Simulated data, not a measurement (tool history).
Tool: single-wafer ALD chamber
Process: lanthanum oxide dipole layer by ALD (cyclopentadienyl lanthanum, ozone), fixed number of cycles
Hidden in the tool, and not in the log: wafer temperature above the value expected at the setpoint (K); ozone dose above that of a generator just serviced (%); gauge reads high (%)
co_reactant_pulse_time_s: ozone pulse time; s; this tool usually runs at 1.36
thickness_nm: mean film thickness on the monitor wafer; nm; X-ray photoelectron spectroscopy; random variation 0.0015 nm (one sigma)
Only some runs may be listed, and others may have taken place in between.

run,hour,co_reactant_pulse_time_s,wafers since the last listed run,hours since the last thermocouple change,hours since the last ozone generator service,hours since the showerhead was replaced,hours since the gauge calibration,"read-back reference wafer on the same gauge, thickness_nm",thickness_nm
1,0,1.36,0,935.7,1248.8,2051.7,1995.8,0.557,0.571
2,63.9,1.36,773,999.6,1312.7,2115.6,2059.7,0.558,0.571
3,113.6,1.36,601,1049.3,1362.4,2165.3,2109.4,0.558,0.571
4,217.4,1.36,1256,1153.1,1466.2,2269.1,2213.2,0.558,0.569
# hour 283.6: gauge calibrated
5,307.5,1.36,1090,1243.2,1556.3,2359.2,23.9,0.558,0.569
6,364.7,1.36,692,1300.4,1613.5,2416.4,81.1,0.558,0.569
7,445.8,1.36,981,1381.5,1694.6,2497.5,162.2,0.558,0.567
8,543.4,1.36,1181,1479.1,1792.2,2595.1,259.8,0.558,0.567
# hour 638.2: ozone generator serviced
9,638.7,1.36,1057,1574.4,0.5,2690.4,355.1,0.558,0.585
10,685.3,1.36,564,1621,47.1,2737,401.7,0.557,0.585
# hour 697.6: showerhead replaced
11,791.2,1.36,1185,1726.9,153,93.6,507.6,0.558,0.584
12,833.6,1.36,513,1769.3,195.4,136,550,0.558,0.581
13,905.9,1.36,875,1841.6,267.7,208.3,622.3,0.558,0.579
14,970.4,1.5,780,1906.1,332.2,272.8,686.8,0.559,0.59
15,1062.6,0.96,1116,1998.3,424.4,365,779,0.557,0.525
16,1134,1.36,864,2069.7,495.8,436.4,850.4,0.558,0.577
17,1212.7,1.1,952,2148.4,574.5,515.1,929.1,0.558,0.548
18,1303.6,1.36,1100,2239.3,665.4,606,1020,0.558,0.574
19,1376.3,1.36,880,2312,738.1,678.7,1092.7,0.558,0.575
20,1428.3,1.19,629,2364,790.1,730.7,1144.7,0.557,0.553
21,1494.6,1.76,802,2430.3,856.4,797,1211,0.558,0.599
# hour 1514.5: thermocouple changed; heater temperature recalibrated
22,1583.3,0.99,977,68.8,945.1,885.7,1299.7,0.559,0.522
23,1651.8,1.02,829,137.3,1013.6,954.2,1368.2,0.558,0.529
24,1743,1.18,1104,228.5,1104.8,1045.4,1459.4,0.557,0.552
25,1837.9,1.36,1149,323.4,1199.7,1140.3,1554.3,0.558,0.569
26,1935.1,1.36,1176,420.6,1296.9,1237.5,1651.5,0.559,0.571
27,2004.9,1.58,845,490.4,1366.7,1307.3,1721.3,0.558,0.587
28,2101,1.52,1163,586.5,1462.8,1403.4,1817.4,0.559,0.582
29,2152,1.88,617,637.5,1513.8,1454.4,1868.4,0.558,0.603
30,2210.7,1.36,710,696.2,1572.5,1513.1,1927.1,0.558,0.567
31,2266.8,1.69,679,752.3,1628.6,1569.2,1983.2,0.558,0.595
32,2332.8,1.87,799,818.3,1694.6,1635.2,2049.2,0.558,0.603
# hour 2384.6: ozone generator serviced
33,2402,1.7,741,887.5,17.4,1704.4,2118.4,0.558,0.605
34,2473.2,1.19,862,958.7,88.6,1775.6,2189.6,0.558,0.566

4 ways to go on from here, each from the tool as it stands after run 34. What would each give?
A,2473.6,1.36,4,959.1,89,1776,2190,?,?
B,2473.6,1.11,4,959.1,89,1776,2190,?,?
C,2473.6,1.08,4,959.1,89,1776,2190,?,?
D,2473.6,1.79,4,959.1,89,1776,2190,?,?

run,"read-back reference wafer on the same gauge, thickness_nm",thickness_nm
A,0.557,0.582
B,0.557,0.555
C,0.557,0.551
D,0.557,0.607
Take away the tool's hidden state, keep each run's random variation, and the runs would have read:
run,thickness_nm
A,0.586
B,0.561
C,0.557
D,0.609
